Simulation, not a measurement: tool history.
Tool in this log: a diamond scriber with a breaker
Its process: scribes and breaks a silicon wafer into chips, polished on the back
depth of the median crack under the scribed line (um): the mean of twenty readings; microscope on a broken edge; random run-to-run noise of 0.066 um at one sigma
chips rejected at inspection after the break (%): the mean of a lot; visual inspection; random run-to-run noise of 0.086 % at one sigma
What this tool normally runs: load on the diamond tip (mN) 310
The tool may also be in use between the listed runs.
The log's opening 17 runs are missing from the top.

run    hour  load on the diamond tip (mN)  incoming depth of the damage left on the back of the incoming wafer, um  depth of the median crack under the scribed line (um)  chips rejected at inspection after the break (%)
 18  1909.8                           368                                                                     0.04                                                   8.37                                              4.02
 19  1975.5                           241                                                                     0.04                                                    6.5                                               5.4
 20  2040.5                           259                                                                     0.04                                                   6.78                                              4.14
     2070.7  -- diamond tip replaced by a new one
 21  2124.2                           278                                                                     0.03                                                   7.02                                              2.48
 22  2171.6                           346                                                                     0.02                                                   7.96                                              2.46
 23  2236.1                           343                                                                     0.03                                                   7.99                                              2.65
 24  2289.2                           256                                                                     0.04                                                   6.65                                              4.18
 25  2387.4                           377                                                                     0.04                                                   8.41                                              4.48
 26  2489.6                           310                                                                     0.01                                                   7.58                                              1.98
 27  2555.5                           281                                                                     0.04                                                   7.11                                              2.57
 28  2647.5                           346                                                                     0.04                                                   8.02                                              2.69
 29  2735.7                           310                                                                     0.02                                                   7.55                                              1.78
 30  2808.7                           310                                                                     0.05                                                   7.46                                              1.81
 31  2906.8                           250                                                                     0.05                                                    6.7                                              4.84
     2927.6  -- diamond tip replaced by a new one
 32  2953.3                           389                                                                     0.03                                                   8.71                                              5.04
 33  2990.6                           272                                                                     0.02                                                   6.83                                              3.03
 34  3046.9                           310                                                                     0.05                                                   7.62                                              1.78
 35    3104                           377                                                                     0.04                                                   8.53                                              4.12
 36  3140.5                           310                                                                     0.02                                                   7.53                                              1.72
 37  3202.4                           362                                                                     0.03                                                   8.19                                              3.38

Consider 4 possible next runs. They are alternatives, not a sequence: every one starts from the tool as it was left by run 37. What does each give?
  A  3203.1                           396                                                                     0.03                                                      ?                                                 ?
  B  3203.1                           354                                                                     0.03                                                      ?                                                 ?
  C  3203.1                           397                                                                     0.03                                                      ?                                                 ?
  D  3203.1                           273                                                                     0.03                                                      ?                                                 ?

run  depth of the median crack under the scribed line (um)  chips rejected at inspection after the break (%)
  A                                                    8.7                                              5.63
  B                                                   8.13                                              2.88
  C                                                   8.71                                              5.71
  D                                                   6.96                                              2.76
Had the tool no hidden state, the same runs would have come out as:
run  depth of the median crack under the scribed line (um)  chips rejected at inspection after the break (%)
  A                                                    8.7                                              5.63
  B                                                   8.13                                              2.88
  C                                                   8.71                                              5.71
  D                                                   6.96                                              2.76
